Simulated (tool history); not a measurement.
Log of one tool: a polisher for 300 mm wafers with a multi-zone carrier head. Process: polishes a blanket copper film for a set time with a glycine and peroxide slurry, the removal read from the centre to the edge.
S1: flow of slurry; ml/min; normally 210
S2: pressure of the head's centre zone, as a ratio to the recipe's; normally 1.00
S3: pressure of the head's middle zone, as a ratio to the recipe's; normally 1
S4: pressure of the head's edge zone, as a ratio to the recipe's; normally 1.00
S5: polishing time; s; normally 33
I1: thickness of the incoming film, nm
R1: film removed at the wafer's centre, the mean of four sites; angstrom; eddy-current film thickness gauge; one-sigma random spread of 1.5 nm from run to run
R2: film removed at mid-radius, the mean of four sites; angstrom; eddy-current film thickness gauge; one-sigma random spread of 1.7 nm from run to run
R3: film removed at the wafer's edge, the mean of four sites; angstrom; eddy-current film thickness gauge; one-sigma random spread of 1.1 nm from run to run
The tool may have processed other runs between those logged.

run	hour	S1	S2	S3	S4	S5	I1	R1	R2	R3
1	0.0	210	1.00	1	0.95	33	1340.7	1179	1296	1350
# hour 0.0: slurry nozzle cleaned
# hour 36.7: worn pad replaced by a new one
# hour 89.1: edge zone pressure recalibrated
2	97.5	210	1.00	1	0.95	33	1312.1	1237	1381	1397
3	192.5	210	1.00	1	0.95	33	1312.1	1198	1362	1362
4	236.0	260	1.00	1	1.00	33	1347.0	1262	1409	1441
# hour 296.0: worn pad replaced by a new one
# hour 300.8: slurry nozzle cleaned
5	309.0	260	1.00	1	1.00	33	1330.4	1367	1521	1515
6	397.5	210	1.00	1	1.00	33	1330.5	1201	1351	1408
7	481.2	210	1.00	1	1.00	33	1301.6	1154	1304	1381
# hour 524.0: worn pad replaced by a new one
8	535.8	210	1.00	1	1.00	33	1320.4	1136	1297	1360
# hour 566.3: slurry nozzle cleaned
9	576.9	210	1.00	1	1.00	33	1312.8	1306	1449	1486
# hour 616.6: centre zone pressure recalibrated
10	664.6	210	0.92	1	1.00	33	1329.8	1263	1376	1434
11	722.0	245	1.00	1	0.94	43	1307.2	1768	1795	1851

For run 12, what comes out?
# hour 779.6: worn pad replaced by a new one
# hour 807.3: slurry nozzle cleaned
12	809.2	165	0.88	1	0.89	33	1309.9	?	?	?

R1: 1217 angstrom
R2: 1409 angstrom
R3: 1389 angstrom
Take away the tool's hidden state, keep the run-to-run variation as it was, and the same run would have given R1 1251 angstrom, R2 1412 angstrom, R3 1392 angstrom.
